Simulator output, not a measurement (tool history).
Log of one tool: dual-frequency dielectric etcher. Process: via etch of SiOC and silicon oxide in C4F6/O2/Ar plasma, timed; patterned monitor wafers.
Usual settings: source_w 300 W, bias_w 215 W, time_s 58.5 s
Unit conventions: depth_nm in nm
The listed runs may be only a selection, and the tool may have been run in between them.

run	hour	source_w	bias_w	time_s	wafers since the last listed run	hours since the last wet clean	hours since the last source power generator calibration	hours since the last bias power generator calibration	hours since the last upper electrode change	hours since the gauge calibration	read-back reference wafer on the same gauge, depth_nm	depth_nm
1	0.0	300	200	58.5	0	203.9	2132.2	2737.2	5612.3	486.0	69.4	60.1
2	70.3	300	200	58.5	514	274.2	2202.5	2807.5	5682.6	556.3	69.4	60.4
# hour 113.6: wet clean of the chamber
3	116.2	300	200	58.5	160	2.6	2248.4	2853.4	5728.5	602.2	69.3	58.0
4	158.5	300	215	64.5	309	44.9	2290.7	2895.7	5770.8	644.5	69.4	65.9
5	213.9	300	215	64.5	405	100.3	2346.1	2951.1	5826.2	699.9	69.4	66.0
6	310.9	300	215	62.5	710	197.3	2443.1	3048.1	5923.2	796.9	69.4	65.3
7	351.9	300	215	58.5	300	238.3	2484.1	3089.1	5964.2	837.9	69.5	61.3
# hour 433.7: wet clean of the chamber
8	434.2	300	215	58.5	426	0.5	2566.4	3171.4	6046.5	920.2	69.3	59.6
# hour 511.6: source power generator calibrated
9	523.3	300	215	58.5	623	89.6	11.7	3260.5	6135.6	1009.3	69.5	59.3
# hour 537.0: bias power generator calibrated
# hour 597.7: upper electrode replaced
10	627.6	300	215	58.5	558	193.9	116.0	90.6	29.9	1113.6	69.4	60.9
11	710.1	300	215	58.5	604	276.4	198.5	173.1	112.4	1196.1	69.5	62.2
12	747.7	280	215	42.0	275	314.0	236.1	210.7	150.0	1233.7	69.5	43.3
# hour 755.8: gauge calibrated
# hour 837.8: wet clean of the chamber
13	838.3	300	215	64.5	487	0.5	326.7	301.3	240.6	82.5	69.4	65.0
14	1107.3	300	215	67.0	1969	269.5	595.7	570.3	509.6	351.5	69.4	71.2
# hour 1205.0: wet clean of the chamber
15	1205.5	300	215	58.5	543	0.5	693.9	668.5	607.8	449.7	69.3	58.4
16	1275.8	300	215	58.5	514	70.8	764.2	738.8	678.1	520.0	69.3	58.9
17	1321.4	300	215	69.0	333	116.4	809.8	784.4	723.7	565.6	69.5	70.5
18	1370.4	340	215	58.5	358	165.4	858.8	833.4	772.7	614.6	69.3	63.1
19	1436.7	300	178	72.5	485	231.7	925.1	899.7	839.0	680.9	69.5	72.3
20	1487.3	230	240	63.0	370	282.3	975.7	950.3	889.6	731.5	69.3	59.4
# hour 1571.4: wet clean of the chamber
21	1571.9	250	189	58.5	443	0.5	1060.3	1034.9	974.2	816.1	69.4	51.9
22	1639.5	330	178	49.5	494	68.1	1127.9	1102.5	1041.8	883.7	69.3	50.2

What if the next run were any one of these 3? Each begins from the tool's condition after run 22:
A	1639.9	300	190	58.5	2	68.5	1128.3	1102.9	1042.2	884.1	?	?
B	1639.9	300	201	53.0	2	68.5	1128.3	1102.9	1042.2	884.1	?	?
C	1639.9	330	215	58.5	2	68.5	1128.3	1102.9	1042.2	884.1	?	?

run	read-back reference wafer on the same gauge, depth_nm	depth_nm
A	69.5	57.9
B	69.5	53.3
C	69.5	62.5
Stripped of hidden state, with their random variation kept, the same runs would have yielded:
run	depth_nm
A	57.0
B	52.4
C	61.6
